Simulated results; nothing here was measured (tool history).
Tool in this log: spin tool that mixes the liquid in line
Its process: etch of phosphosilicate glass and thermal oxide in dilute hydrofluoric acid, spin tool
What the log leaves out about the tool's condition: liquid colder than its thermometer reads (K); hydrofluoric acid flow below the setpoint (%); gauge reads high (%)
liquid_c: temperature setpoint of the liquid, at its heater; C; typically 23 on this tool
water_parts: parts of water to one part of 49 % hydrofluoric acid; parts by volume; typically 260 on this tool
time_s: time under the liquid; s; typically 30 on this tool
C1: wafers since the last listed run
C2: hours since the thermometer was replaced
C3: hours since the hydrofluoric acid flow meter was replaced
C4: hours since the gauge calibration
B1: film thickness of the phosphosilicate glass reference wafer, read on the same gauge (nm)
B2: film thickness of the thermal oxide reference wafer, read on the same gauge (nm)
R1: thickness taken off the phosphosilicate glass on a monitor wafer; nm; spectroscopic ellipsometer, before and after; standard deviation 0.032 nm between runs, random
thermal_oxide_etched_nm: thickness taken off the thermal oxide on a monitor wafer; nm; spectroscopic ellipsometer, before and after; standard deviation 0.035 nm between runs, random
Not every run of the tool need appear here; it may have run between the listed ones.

Run 1, hour 0: usual settings; C1 0; C2 587; C3 17.9; C4 44.8; B1 150; B2 79.928. Result: R1 9.27 nm, thermal_oxide_etched_nm 0.468 nm.
Run 2, hour 16.8: usual settings but water_parts 180 parts by volume; C1 222; C2 603.8; C3 34.7; C4 61.6; B1 149.99; B2 80.032. Result: R1 14.61 nm, thermal_oxide_etched_nm 0.603 nm.
Run 3, hour 24.9: usual settings; C1 107; C2 611.9; C3 42.8; C4 69.7; B1 149.96; B2 79.969. Result: R1 9.36 nm, thermal_oxide_etched_nm 0.443 nm.
Run 4, hour 40.4: usual settings; C1 205; C2 627.4; C3 58.3; C4 85.2; B1 150; B2 79.939. Result: R1 9.37 nm, thermal_oxide_etched_nm 0.396 nm.
At hour 50.8: thermometer replaced.
Run 5, hour 56.5: usual settings but liquid_c 26.5 C, water_parts 215 parts by volume, time_s 20 s; C1 200; C2 5.7; C3 74.4; C4 101.3; B1 150.02; B2 80.02. Result: R1 8.97 nm, thermal_oxide_etched_nm 0.427 nm.
Run 6, hour 72: usual settings but liquid_c 25 C, water_parts 130 parts by volume, time_s 15 s; C1 205; C2 21.2; C3 89.9; C4 116.8; B1 149.99; B2 79.957. Result: R1 11.56 nm, thermal_oxide_etched_nm 0.554 nm.
Run 7, hour 86.9: usual settings but liquid_c 19 C; C1 197; C2 36.1; C3 104.8; C4 131.7; B1 150.02; B2 80.047. Result: R1 8.07 nm, thermal_oxide_etched_nm 0.356 nm.
Run 8, hour 102.8: usual settings but liquid_c 19 C, water_parts 375 parts by volume, time_s 20 s; C1 210; C2 52; C3 120.7; C4 147.6; B1 150.04; B2 80.009. Result: R1 3.38 nm, thermal_oxide_etched_nm 0.137 nm.
Run 9, hour 119.8: usual settings but water_parts 335 parts by volume; C1 225; C2 69; C3 137.7; C4 164.6; B1 150.04; B2 80.015. Result: R1 6.72 nm, thermal_oxide_etched_nm 0.311 nm.
Run 10, hour 131.3: usual settings but time_s 35 s; C1 152; C2 80.5; C3 149.2; C4 176.1; B1 150.02; B2 79.97. Result: R1 10.91 nm, thermal_oxide_etched_nm 0.461 nm.
Run 11, hour 138.7: usual settings; C1 98; C2 87.9; C3 156.6; C4 183.5; B1 150.02; B2 79.991. Result: R1 9.36 nm, thermal_oxide_etched_nm 0.454 nm.
Run 12, hour 151: usual settings; C1 163; C2 100.2; C3 168.9; C4 195.8; B1 150.05; B2 79.991. Result: R1 9.37 nm, thermal_oxide_etched_nm 0.411 nm.
Run 13, hour 158.9: usual settings but liquid_c 21 C; C1 104; C2 108.1; C3 176.8; C4 203.7; B1 149.98; B2 79.973. Result: R1 8.73 nm, thermal_oxide_etched_nm 0.443 nm.
Run 14, hour 165: usual settings; C1 80; C2 114.2; C3 182.9; C4 209.8; B1 150; B2 79.99. Result: R1 9.26 nm, thermal_oxide_etched_nm 0.471 nm.
Run 15, hour 176.8: usual settings but water_parts 155 parts by volume; C1 156; C2 126; C3 194.7; C4 221.6; B1 150.03; B2 80.022. Result: R1 17.43 nm, thermal_oxide_etched_nm 0.723 nm.
Run 16, hour 183.6: usual settings; C1 90; C2 132.8; C3 201.5; C4 228.4; B1 149.99; B2 80.006. Result: R1 9.36 nm, thermal_oxide_etched_nm 0.43 nm.
Run 17, hour 193.6: usual settings; C1 132; C2 142.8; C3 211.5; C4 238.4; B1 150; B2 80.038. Result: R1 9.34 nm, thermal_oxide_etched_nm 0.415 nm.
Run 18, hour 204.6: usual settings but liquid_c 24.5 C, water_parts 220 parts by volume, time_s 20 s; C1 145; C2 153.8; C3 222.5; C4 249.4; B1 149.99; B2 79.976. Result: R1 8.08 nm, thermal_oxide_etched_nm 0.351 nm.
Run 19, hour 211.9: usual settings but water_parts 345 parts by volume, time_s 15 s; C1 96; C2 161.1; C3 229.8; C4 256.7; B1 149.95; B2 79.966. Result: R1 3.24 nm, thermal_oxide_etched_nm 0.126 nm.
Run 20, hour 223.7: usual settings but liquid_c 18.5 C, water_parts 295 parts by volume; C1 156; C2 172.9; C3 241.6; C4 268.5; B1 149.96; B2 79.982. Result: R1 6.72 nm, thermal_oxide_etched_nm 0.286 nm.
At hour 228.7: gauge calibrated.
Run 21, hour 236.8: usual settings but water_parts 385 parts by volume; C1 173; C2 186; C3 254.7; C4 8.1; B1 149.99; B2 80.04. Result: R1 5.6 nm, thermal_oxide_etched_nm 0.256 nm.
Run 22, hour 245.2: usual settings but liquid_c 24.5 C; C1 111; C2 194.4; C3 263.1; C4 16.5; B1 150.01; B2 79.964. Result: R1 9.87 nm, thermal_oxide_etched_nm 0.415 nm.
Run 23, hour 260.2: usual settings but water_parts 355 parts by volume, time_s 15 s; C1 198; C2 209.4; C3 278.1; C4 31.5; B1 150.06; B2 80.003. Result: R1 3.13 nm, thermal_oxide_etched_nm 0.137 nm.
Run 24, hour 277.6: usual settings but liquid_c 27.5 C; C1 230; C2 226.8; C3 295.5; C4 48.9; B1 150.02; B2 79.983. Result: R1 10.9 nm, thermal_oxide_etched_nm 0.423 nm.
Run 25, hour 287.1: usual settings but liquid_c 20.5 C; C1 125; C2 236.3; C3 305; C4 58.4; B1 149.99; B2 79.939. Result: R1 8.47 nm, thermal_oxide_etched_nm 0.393 nm.
Run 26, hour 301.7: usual settings but liquid_c 20.5 C, water_parts 135 parts by volume, time_s 20 s; C1 193; C2 250.9; C3 319.6; C4 73; B1 150; B2 80.01. Result: R1 12.41 nm, thermal_oxide_etched_nm 0.557 nm.

Each row is a separate what-if for the run after 26, all from the same tool condition, not one after another. Results?
Run A, hour 302.1: usual settings; C1 5; C2 251.3; C3 320; C4 73.4; B1 ?; B2 ?. Result: R1 ?, thermal_oxide_etched_nm ?.
Run B, hour 302.1: usual settings but liquid_c 26 C, water_parts 315 parts by volume; C1 5; C2 251.3; C3 320; C4 73.4; B1 ?; B2 ?. Result: R1 ?, thermal_oxide_etched_nm ?.
Run C, hour 302.1: usual settings but liquid_c 19.5 C; C1 5; C2 251.3; C3 320; C4 73.4; B1 ?; B2 ?. Result: R1 ?, thermal_oxide_etched_nm ?.
Run D, hour 302.1: usual settings but water_parts 140 parts by volume, time_s 15 s; C1 5; C2 251.3; C3 320; C4 73.4; B1 ?; B2 ?. Result: R1 ?, thermal_oxide_etched_nm ?.

run      B1      B2    R1  thermal_oxide_etched_nm
  A  150.03  79.983  9.34                    0.386
  B  150.03  79.983   8.1                    0.335
  C  150.03  79.983  8.21                    0.339
  D  150.03  79.983  9.84                    0.406
The same runs, with their run-to-run variation unchanged, on a tool lacking any hidden condition would have given:
run    R1  thermal_oxide_etched_nm
  A  9.34                    0.386
  B   8.1                    0.335
  C  8.21                    0.339
  D  9.84                    0.406
